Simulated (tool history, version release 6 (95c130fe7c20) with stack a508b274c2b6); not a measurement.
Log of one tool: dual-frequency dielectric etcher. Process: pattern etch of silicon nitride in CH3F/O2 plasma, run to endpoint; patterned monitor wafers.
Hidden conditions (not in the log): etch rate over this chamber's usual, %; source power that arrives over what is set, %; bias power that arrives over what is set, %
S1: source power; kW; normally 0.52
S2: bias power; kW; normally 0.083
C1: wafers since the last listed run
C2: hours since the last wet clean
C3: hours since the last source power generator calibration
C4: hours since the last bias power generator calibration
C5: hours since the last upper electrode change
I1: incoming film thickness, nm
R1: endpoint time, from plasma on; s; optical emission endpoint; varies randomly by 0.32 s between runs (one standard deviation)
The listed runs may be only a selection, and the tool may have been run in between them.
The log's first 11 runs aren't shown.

run    hour    S1     S2    C1     C2      C3      C4      C5    I1    R1
 12   780.3  0.52  0.083   558  413.2  2155.3  3793.3  2894.9  84.2  84.5
      929.1  -- wet clean of the chamber, repeated, since the last time left the tool worse
     1010.9  -- bias power generator calibrated
 13  1066.8  0.52  0.083  1990  137.7  2441.8    55.9  3181.4  85.1  79.8
     1114.3  -- upper electrode replaced
 14  1149.7  0.56  0.083   453  220.6  2524.7   138.8    35.4  84.6  78.4
 15  1206.9   0.4  0.083   440  277.8  2581.9     196    92.6  83.8    84
 16  1272.9  0.64  0.069   508  343.8  2647.9     262   158.6  84.9    81
 17  1319.7  0.46  0.073   360  390.6  2694.7   308.8   205.4  83.7  85.5
 18    1382  0.57  0.083   479  452.9    2757   371.1   267.7  84.3  78.2
 19  1441.4  0.52  0.064   457  512.3  2816.4   430.5   327.1  83.2  85.8
 20  1511.9  0.52  0.083   542  582.8  2886.9     501   397.6  84.7  81.3
     1519.1  -- source power generator calibrated
     1543.1  -- wet clean of the chamber
 21  1550.4  0.42   0.07    80    7.3    31.3   539.5   436.1  84.8  88.2
 22  1592.8  0.52  0.083   326   49.7    73.7   581.9   478.5  85.6  80.1
 23  1629.1  0.46  0.075   279     86     110   618.2   514.8  83.9  84.1
 24  1709.1  0.39  0.069   615    166     190   698.2   594.8  83.8  89.6
 25  1781.1  0.52  0.075   554    238     262   770.2   666.8  83.8  82.1
 26  1862.7   0.4  0.071   628  319.6   343.6   851.8   748.4    85  90.3
 27  1909.7  0.47  0.083   361  366.6   390.6   898.8   795.4  83.9  82.3
 28  1998.3  0.52  0.083   682  455.2   479.2   987.4     884  84.8  81.2
 29  2076.7  0.52  0.083   603  533.6   557.6  1065.8   962.4  84.9  81.8
 30  2120.8  0.52  0.083   339  577.7   601.7  1109.9  1006.5  84.5  81.8
     2172.7  -- wet clean of the chamber
 31  2176.1  0.52  0.065   240    3.4     657  1165.2  1061.8  84.1  85.7
 32  2234.6  0.42  0.083   450   61.9   715.5  1223.7  1120.3  84.7  84.9
 33  2324.9  0.47  0.094   695  152.2   805.8    1314  1210.6  84.3  79.3
 34  2390.9  0.52  0.078   508  218.2   871.8    1380  1276.6  84.4  82.1
 35  2451.4  0.52  0.073   465  278.7   932.3  1440.5  1337.1  83.7  82.5

Alternative continuations, all from the tool just after run 35; predict every row:
  A  2451.9  0.52  0.083   3  279.2  932.8  1441  1337.6  85   ?
  B  2451.9  0.64  0.098   3  279.2  932.8  1441  1337.6  85   ?
  C  2451.9  0.41  0.103   3  279.2  932.8  1441  1337.6  85   ?
  D  2451.9  0.41  0.083   3  279.2  932.8  1441  1337.6  85   ?

run    R1
  A  80.9
  B  72.7
  C    80
  D  85.8
With the hidden condition removed and each run's random variation left untouched, the same runs would have given:
run    R1
  A  79.6
  B  71.5
  C  78.7
  D  84.4
